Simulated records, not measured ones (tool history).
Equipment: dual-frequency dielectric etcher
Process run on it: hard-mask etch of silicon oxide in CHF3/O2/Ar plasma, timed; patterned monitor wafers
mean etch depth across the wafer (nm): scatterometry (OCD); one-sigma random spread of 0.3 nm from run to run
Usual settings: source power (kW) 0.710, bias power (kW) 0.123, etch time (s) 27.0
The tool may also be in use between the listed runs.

| run | hour | source power (kW) | bias power (kW) | etch time (s) | wafers since the last listed run | hours since the last wet clean | hours since the last source power generator calibration | hours since the last bias power generator calibration | hours since the last upper electrode change | hours since the gauge calibration | read-back reference wafer on the same gauge, depth_nm | mean etch depth across the wafer (nm) |
|---|---|---|---|---|---|---|---|---|---|---|---|---|
| 1 | 0.0 | 0.710 | 0.123 | 31.5 | 0 | 267.4 | 4954.2 | 3064.8 | 3117.4 | 2564.9 | 60.9 | 66.2 |
| 2 | 78.0 | 0.820 | 0.123 | 31.0 | 1555 | 345.4 | 5032.2 | 3142.8 | 3195.4 | 2642.9 | 60.9 | 67.2 |
|  | 260.6 | wet clean of the chamber |
| 3 | 281.0 | 0.710 | 0.123 | 29.0 | 3569 | 20.4 | 5235.2 | 3345.8 | 3398.4 | 2845.9 | 60.9 | 62.2 |
| 4 | 379.4 | 0.710 | 0.123 | 29.0 | 1962 | 118.8 | 5333.6 | 3444.2 | 3496.8 | 2944.3 | 60.9 | 62.5 |
|  | 465.3 | source power generator calibrated |
| 5 | 470.4 | 0.790 | 0.123 | 27.0 | 1735 | 209.8 | 5.1 | 3535.2 | 3587.8 | 3035.3 | 60.9 | 59.4 |
| 6 | 553.9 | 0.790 | 0.123 | 27.0 | 1665 | 293.3 | 88.6 | 3618.7 | 3671.3 | 3118.8 | 60.9 | 59.6 |
| 7 | 637.2 | 0.790 | 0.123 | 27.0 | 1661 | 376.6 | 171.9 | 3702.0 | 3754.6 | 3202.1 | 61.0 | 58.5 |
| 8 | 674.6 | 0.800 | 0.123 | 27.0 | 745 | 414.0 | 209.3 | 3739.4 | 3792.0 | 3239.5 | 60.9 | 58.5 |
|  | 686.5 | gauge calibrated |
| 9 | 740.3 | 0.800 | 0.123 | 27.0 | 1310 | 479.7 | 275.0 | 3805.1 | 3857.7 | 53.8 | 60.9 | 58.1 |
|  | 764.7 | wet clean of the chamber |
| 10 | 816.6 | 0.710 | 0.123 | 32.5 | 1043 | 51.9 | 351.3 | 3881.4 | 3934.0 | 130.1 | 60.9 | 68.9 |
| 11 | 899.9 | 0.710 | 0.123 | 32.5 | 1661 | 135.2 | 434.6 | 3964.7 | 4017.3 | 213.4 | 60.9 | 68.7 |
| 12 | 994.3 | 0.710 | 0.123 | 27.0 | 1882 | 229.6 | 529.0 | 4059.1 | 4111.7 | 307.8 | 60.9 | 56.7 |
|  | 1244.8 | wet clean of the chamber |
| 13 | 1305.2 | 0.710 | 0.123 | 27.0 | 5721 | 60.4 | 839.9 | 4370.0 | 4422.6 | 618.7 | 60.9 | 57.0 |
| 14 | 1395.4 | 0.640 | 0.123 | 27.0 | 1798 | 150.6 | 930.1 | 4460.2 | 4512.8 | 708.9 | 60.9 | 55.2 |
|  | 1446.1 | bias power generator calibrated |
| 15 | 1469.1 | 0.640 | 0.123 | 21.0 | 1390 | 224.3 | 1003.8 | 23.0 | 4586.5 | 782.6 | 60.9 | 42.7 |
|  | 1496.6 | upper electrode replaced |
| 16 | 1513.4 | 0.540 | 0.123 | 30.5 | 404 | 268.6 | 1048.1 | 67.3 | 16.8 | 826.9 | 60.9 | 58.5 |
| 17 | 1591.4 | 0.710 | 0.112 | 27.0 | 1555 | 346.6 | 1126.1 | 145.3 | 94.8 | 904.9 | 60.9 | 54.8 |
| 18 | 1637.5 | 0.710 | 0.132 | 19.0 | 919 | 392.7 | 1172.2 | 191.4 | 140.9 | 951.0 | 60.9 | 40.4 |
| 19 | 1740.5 | 0.710 | 0.123 | 27.0 | 2054 | 495.7 | 1275.2 | 294.4 | 243.9 | 1054.0 | 60.9 | 55.1 |
|  | 1834.5 | wet clean of the chamber |
| 20 | 1835.0 | 0.770 | 0.123 | 27.0 | 1406 | 0.5 | 1369.7 | 388.9 | 338.4 | 1148.5 | 60.9 | 59.0 |
| 21 | 1876.8 | 0.710 | 0.112 | 27.0 | 833 | 42.3 | 1411.5 | 430.7 | 380.2 | 1190.3 | 60.9 | 55.6 |
| 22 | 1937.6 | 0.710 | 0.109 | 27.0 | 1212 | 103.1 | 1472.3 | 491.5 | 441.0 | 1251.1 | 60.9 | 55.0 |
| 23 | 1980.1 | 0.640 | 0.137 | 31.5 | 847 | 145.6 | 1514.8 | 534.0 | 483.5 | 1293.6 | 60.8 | 67.1 |
| 24 | 2032.2 | 0.770 | 0.132 | 32.5 | 1039 | 197.7 | 1566.9 | 586.1 | 535.6 | 1345.7 | 60.9 | 72.1 |
| 25 | 2090.0 | 0.710 | 0.141 | 33.0 | 1152 | 255.5 | 1624.7 | 643.9 | 593.4 | 1403.5 | 60.9 | 71.9 |
| 26 | 2184.6 | 0.800 | 0.123 | 27.0 | 1886 | 350.1 | 1719.3 | 738.5 | 688.0 | 1498.1 | 60.9 | 58.2 |
| 27 | 2223.6 | 0.820 | 0.123 | 31.0 | 777 | 389.1 | 1758.3 | 777.5 | 727.0 | 1537.1 | 60.9 | 67.4 |
| 28 | 2276.5 | 0.710 | 0.123 | 27.0 | 1055 | 442.0 | 1811.2 | 830.4 | 779.9 | 1590.0 | 60.9 | 55.7 |
|  | 2335.8 | wet clean of the chamber |
| 29 | 2336.3 | 0.850 | 0.134 | 32.0 | 713 | 0.5 | 1871.0 | 890.2 | 839.7 | 1649.8 | 60.9 | 74.3 |

Here are 4 independent what-if runs from the current tool condition. What would each one return?
| A | 2336.7 | 0.710 | 0.123 | 27.0 | 7 | 0.9 | 1871.4 | 890.6 | 840.1 | 1650.2 | ? | ? |
| B | 2336.7 | 0.780 | 0.123 | 33.5 | 7 | 0.9 | 1871.4 | 890.6 | 840.1 | 1650.2 | ? | ? |
| C | 2336.7 | 0.710 | 0.133 | 27.0 | 7 | 0.9 | 1871.4 | 890.6 | 840.1 | 1650.2 | ? | ? |
| D | 2336.7 | 0.810 | 0.114 | 23.0 | 7 | 0.9 | 1871.4 | 890.6 | 840.1 | 1650.2 | ? | ? |

| run | read-back reference wafer on the same gauge, depth_nm | mean etch depth across the wafer (nm) |
|---|---|---|
| A | 60.9 | 58.0 |
| B | 60.9 | 74.1 |
| C | 60.9 | 59.6 |
| D | 60.9 | 50.2 |
Without the tool's unlogged condition, the same runs would have read:
| run | mean etch depth across the wafer (nm) |
|---|---|
| A | 58.2 |
| B | 74.4 |
| C | 59.8 |
| D | 50.4 |

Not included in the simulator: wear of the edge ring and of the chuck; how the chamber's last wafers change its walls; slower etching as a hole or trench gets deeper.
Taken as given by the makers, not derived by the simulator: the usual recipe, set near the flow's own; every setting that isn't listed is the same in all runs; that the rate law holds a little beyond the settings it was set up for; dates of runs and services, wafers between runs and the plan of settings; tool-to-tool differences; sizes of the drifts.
